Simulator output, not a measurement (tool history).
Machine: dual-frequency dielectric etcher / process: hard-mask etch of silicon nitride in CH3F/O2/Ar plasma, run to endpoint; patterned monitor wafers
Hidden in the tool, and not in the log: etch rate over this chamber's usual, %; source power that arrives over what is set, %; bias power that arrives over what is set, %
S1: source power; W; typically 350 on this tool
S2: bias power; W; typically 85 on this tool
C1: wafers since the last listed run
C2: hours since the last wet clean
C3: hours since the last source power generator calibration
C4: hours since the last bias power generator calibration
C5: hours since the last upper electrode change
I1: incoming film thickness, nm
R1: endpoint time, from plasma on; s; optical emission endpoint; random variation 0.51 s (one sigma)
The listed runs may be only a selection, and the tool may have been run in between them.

run	hour	S1	S2	C1	C2	C3	C4	C5	I1	R1
1	0.0	350	85	0	334.3	2658.7	1770.4	3227.9	43.85	63.4
2	95.1	350	93	1507	429.4	2753.8	1865.5	3323.0	44.28	60.7
3	168.3	350	85	1160	502.6	2827.0	1938.7	3396.2	43.80	63.6
4	269.8	350	85	1609	604.1	2928.5	2040.2	3497.7	44.50	64.5
5	342.8	350	85	1157	677.1	3001.5	2113.2	3570.7	43.44	63.3
6	440.3	350	85	1546	774.6	3099.0	2210.7	3668.2	44.41	63.1
# hour 496.9: wet clean of the chamber
7	510.3	350	85	729	13.4	3169.0	2280.7	3738.2	44.22	63.8
8	566.8	350	98	895	69.9	3225.5	2337.2	3794.7	44.13	58.3
9	656.2	350	98	1417	159.3	3314.9	2426.6	3884.1	44.07	59.6
10	730.9	350	98	1184	234.0	3389.6	2501.3	3958.8	43.96	58.8
# hour 784.6: source power generator calibrated
11	794.8	320	76	949	297.9	10.2	2565.2	4022.7	44.59	71.0
12	839.8	410	66	713	342.9	55.2	2610.2	4067.7	44.15	70.7
13	912.1	410	85	1146	415.2	127.5	2682.5	4140.0	44.43	60.7
14	1007.1	300	102	1506	510.2	222.5	2777.5	4235.0	44.02	60.3
15	1099.5	410	71	1465	602.6	314.9	2869.9	4327.4	43.82	66.8
# hour 1129.5: wet clean of the chamber
16	1142.7	350	85	304	13.2	358.1	2913.1	4370.6	43.67	63.5
17	1235.7	350	85	1474	106.2	451.1	3006.1	4463.6	44.22	65.1
18	1333.6	350	85	1552	204.1	549.0	3104.0	4561.5	43.83	63.6
19	1594.1	400	100	4130	464.6	809.5	3364.5	4822.0	43.94	54.7
20	1666.4	430	72	1146	536.9	881.8	3436.8	4894.3	44.23	66.0
21	1703.8	380	94	593	574.3	919.2	3474.2	4931.7	43.65	58.4
# hour 1741.3: upper electrode replaced
22	1769.0	300	91	653	639.5	984.4	3539.4	27.7	44.26	66.4
23	1836.4	390	75	1068	706.9	1051.8	3606.8	95.1	43.96	66.8
# hour 1840.5: bias power generator calibrated
# hour 1874.7: wet clean of the chamber
24	1906.9	310	65	673	32.2	1122.3	66.4	165.6	43.93	76.2
25	2006.4	350	85	1577	131.7	1221.8	165.9	265.1	44.65	63.0
26	2094.4	420	66	1395	219.7	1309.8	253.9	353.1	43.86	67.6
27	2152.3	350	85	918	277.6	1367.7	311.8	411.0	44.43	63.1
28	2246.9	350	92	1500	372.2	1462.3	406.4	505.6	44.13	59.6
29	2299.3	320	91	830	424.6	1514.7	458.8	558.0	43.81	61.7
30	2342.6	280	105	686	467.9	1558.0	502.1	601.3	43.73	60.0
31	2413.2	290	76	1119	538.5	1628.6	572.7	671.9	43.89	72.2
32	2498.7	350	102	1355	624.0	1714.1	658.2	757.4	43.83	56.2
33	2552.9	430	76	859	678.2	1768.3	712.4	811.6	44.13	62.1
# hour 2642.4: wet clean of the chamber
34	2642.9	410	69	1046	0.5	1858.3	802.4	901.6	43.60	65.3
35	2762.5	380	91	1896	120.1	1977.9	922.0	1021.2	44.00	58.9

Alternative continuations, all from the tool just after run 35; predict every row:
A	2762.9	380	85	6	120.5	1978.3	922.4	1021.6	43.89	?
B	2762.9	260	101	6	120.5	1978.3	922.4	1021.6	43.89	?
C	2762.9	260	103	6	120.5	1978.3	922.4	1021.6	43.89	?
D	2762.9	290	77	6	120.5	1978.3	922.4	1021.6	43.89	?

run	R1
A	61.1
B	63.3
C	62.6
D	71.2
Had the tool no hidden state, the same runs would have come out as:
run	R1
A	60.4
B	62.6
C	62.0
D	70.5

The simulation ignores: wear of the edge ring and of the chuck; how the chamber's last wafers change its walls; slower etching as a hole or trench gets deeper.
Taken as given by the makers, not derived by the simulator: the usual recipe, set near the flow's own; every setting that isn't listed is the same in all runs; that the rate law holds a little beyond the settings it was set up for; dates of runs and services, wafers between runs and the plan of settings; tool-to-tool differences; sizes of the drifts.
